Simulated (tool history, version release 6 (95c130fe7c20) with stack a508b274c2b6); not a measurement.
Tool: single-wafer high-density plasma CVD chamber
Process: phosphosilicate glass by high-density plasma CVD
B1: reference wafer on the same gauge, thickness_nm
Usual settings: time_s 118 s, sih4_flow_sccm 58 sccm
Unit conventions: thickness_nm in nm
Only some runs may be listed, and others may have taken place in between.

{"run": 1, "hour": 0.0, "time_s": 118, "sih4_flow_sccm": 58, "B1": 660.73, "thickness_nm": 566.939}
{"run": 2, "hour": 17.8, "time_s": 118, "sih4_flow_sccm": 58, "B1": 661.198, "thickness_nm": 567.578}
{"run": 3, "hour": 33.7, "time_s": 118, "sih4_flow_sccm": 58, "B1": 660.892, "thickness_nm": 567.743}
{"run": 4, "hour": 47.7, "time_s": 126, "sih4_flow_sccm": 58, "B1": 661.17, "thickness_nm": 605.14}
{"run": 5, "hour": 56.5, "time_s": 126, "sih4_flow_sccm": 58, "B1": 660.845, "thickness_nm": 607.13}
{"hour": 56.8, "done": "gauge calibrated"}
{"run": 6, "hour": 72.3, "time_s": 126, "sih4_flow_sccm": 58, "B1": 661.262, "thickness_nm": 605.103}
{"run": 7, "hour": 79.2, "time_s": 118, "sih4_flow_sccm": 58, "B1": 660.752, "thickness_nm": 568.475}
{"hour": 92.7, "done": "silane flow controller replaced"}
{"run": 8, "hour": 93.2, "time_s": 100, "sih4_flow_sccm": 66, "B1": 661.054, "thickness_nm": 541.747}
{"run": 9, "hour": 101.5, "time_s": 136, "sih4_flow_sccm": 69, "B1": 661.054, "thickness_nm": 768.996}
{"run": 10, "hour": 115.6, "time_s": 97, "sih4_flow_sccm": 48, "B1": 660.998, "thickness_nm": 392.834}
{"run": 11, "hour": 123.1, "time_s": 102, "sih4_flow_sccm": 68, "B1": 661.005, "thickness_nm": 567.384}
{"run": 12, "hour": 130.3, "time_s": 133, "sih4_flow_sccm": 61, "B1": 661.288, "thickness_nm": 668.596}

For run 13, what comes out?
{"run": 13, "hour": 138.4, "time_s": 118, "sih4_flow_sccm": 58, "B1": "?", "thickness_nm": "?"}

{"run 13": {"B1": 660.953, "thickness_nm": 568.019}}
Had the tool carried no hidden state, the very same run would have given thickness_nm 568.019 nm.

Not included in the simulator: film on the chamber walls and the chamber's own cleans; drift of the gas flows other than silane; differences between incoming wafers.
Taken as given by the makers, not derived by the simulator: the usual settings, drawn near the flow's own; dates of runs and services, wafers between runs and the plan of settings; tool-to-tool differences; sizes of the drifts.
